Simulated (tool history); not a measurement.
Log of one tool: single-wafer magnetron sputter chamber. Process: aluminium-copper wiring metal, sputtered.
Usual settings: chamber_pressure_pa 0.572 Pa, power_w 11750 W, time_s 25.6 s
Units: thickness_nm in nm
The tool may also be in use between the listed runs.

| run | hour | chamber_pressure_pa | power_w | time_s | read-back reference wafer on the same gauge, thickness_nm | thickness_nm |
|---|---|---|---|---|---|---|
| 1 | 0 | 0.572 | 11750 | 25.6 | 411.844 | 459.256 |
| 2 | 13.2 | 0.572 | 11750 | 25.6 | 411.956 | 458.564 |
| 3 | 48.5 | 0.572 | 11750 | 25.6 | 412.49 | 458.697 |
| 4 | 67.2 | 0.489 | 11750 | 21.5 | 411.977 | 392.465 |
| 5 | 102.2 | 0.489 | 11750 | 21.5 | 411.515 | 391.445 |
| 6 | 116.1 | 0.572 | 11750 | 28.2 | 412.164 | 501.004 |
| 7 | 194.2 | 0.572 | 11750 | 28.2 | 411.956 | 501.303 |
| 8 | 215.2 | 0.572 | 11750 | 25.6 | 411.809 | 452.639 |
| 9 | 295 | 0.572 | 11750 | 25.6 | 412.089 | 450.752 |
| 10 | 371.6 | 0.572 | 11750 | 25.6 | 412.039 | 446.917 |
| 11 | 393 | 0.572 | 11750 | 25.6 | 411.796 | 447.422 |
| 12 | 414.4 | 0.572 | 9450 | 22.6 | 411.536 | 329.386 |
| 13 | 429.8 | 0.572 | 9450 | 22.6 | 411.901 | 328.288 |
| 14 | 446.8 | 0.572 | 9450 | 22.6 | 411.709 | 328.232 |
| 15 | 468 | 0.572 | 11750 | 25.6 | 412.162 | 442.373 |
| 16 | 486 | 0.572 | 11750 | 25.6 | 411.936 | 442.921 |
| 17 | 512.9 | 0.572 | 11750 | 25.6 | 411.926 | 441.448 |
| 18 | 614.3 | 0.662 | 11750 | 22.3 | 411.976 | 387.875 |
| 19 | 647.1 | 0.761 | 11750 | 25.6 | 412.149 | 431.75 |
| 20 | 681.8 | 0.662 | 11750 | 22.3 | 412.143 | 388.507 |
| 21 | 708.5 | 0.76 | 13550 | 21.6 | 412.251 | 413.045 |
| 22 | 738.7 | 0.655 | 13000 | 24.1 | 412.086 | 455.442 |
| 23 | 771.5 | 0.451 | 9650 | 27.6 | 411.915 | 427.225 |
| 24 | 794 | 0.572 | 10350 | 23.8 | 412.047 | 379.052 |
| 25 | 807.9 | 0.655 | 11750 | 27.5 | 412.055 | 475.785 |
| 26 | 839.8 | 0.572 | 14350 | 29.4 | 412.082 | 612.186 |
| 27 | 866.2 | 0.798 | 13550 | 25.6 | 411.83 | 481.385 |
| 28 | 901.6 | 0.572 | 13850 | 25.6 | 411.804 | 516.188 |
| 29 | 916.3 | 0.508 | 11750 | 24 | 412.087 | 425.428 |
| 30 | 936.8 | 0.67 | 9200 | 25.6 | 412.132 | 355.684 |

Not shown: 4 entries that the log had between the listed runs. Between which runs, and how does the tool's hidden state differ before and after?
Between runs 9 and 10: gauge calibrated (hour 333.9); magnet pack replaced (hour 349)
  deposition rate above that of a new target (%): -2.06 -> -2.85
  measured less the result without the state, thickness_nm: -9.494 -> -13.097 nm
Between runs 17 and 18: sputter target and shields replaced (hour 536.4); capacitance manometer re-zeroed and calibrated (hour 556.1)
  deposition rate above that of a new target (%): -4.7 -> -0.813
  measured less the result without the state, thickness_nm: -21.758 -> -3.179 nm
